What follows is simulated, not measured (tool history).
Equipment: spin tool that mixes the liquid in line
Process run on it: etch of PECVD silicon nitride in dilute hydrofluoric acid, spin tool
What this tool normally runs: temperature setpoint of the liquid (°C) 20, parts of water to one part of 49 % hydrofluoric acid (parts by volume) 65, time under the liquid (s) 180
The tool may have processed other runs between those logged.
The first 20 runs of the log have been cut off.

run,hour,temperature setpoint of the liquid (°C),parts of water to one part of 49 % hydrofluoric acid (parts by volume),time under the liquid (s),"read-back film thickness of the PECVD silicon nitride reference wafer, read on the same gauge (nm)",thickness taken off the PECVD silicon nitride on a monitor wafer (angstrom)
21,1634.5,23,45,115,119.97,71.8
22,1729.4,22,75,290,120,102.2
23,1815.6,23.5,75,95,119.99,37.3
24,1879.1,20,55,180,119.98,75
25,1921,24.5,80,180,120.01,70.5
26,1963.4,24,50,180,120.01,107.2
27,2037.9,20,40,180,119.99,100.6
28,2098.8,20,65,230,119.99,80.8
29,2175.3,18,45,180,120.01,78.4
# hour 2208.4: gauge calibrated
30,2265.4,24,65,180,119.99,82.2
# hour 2329.6: thermometer replaced
31,2337.4,22,65,115,119.99,46

Each row is a separate what-if for the run after 31, all from the same tool condition, not one after another. Results?
A,2337.9,24.5,65,180,?,?
B,2337.9,23,85,120,?,?
C,2337.9,20,75,275,?,?
D,2337.9,20,50,180,?,?
E,2337.9,20,75,180,?,?

run,"read-back film thickness of the PECVD silicon nitride reference wafer, read on the same gauge (nm)",thickness taken off the PECVD silicon nitride on a monitor wafer (angstrom)
A,120.01,84.2
B,120.01,39
C,120.01,82.4
D,120.01,80.1
E,120.01,54
Had the tool no hidden state, the same runs would have come out as:
run,thickness taken off the PECVD silicon nitride on a monitor wafer (angstrom)
A,88.3
B,40.9
C,86.4
D,84
E,56.6
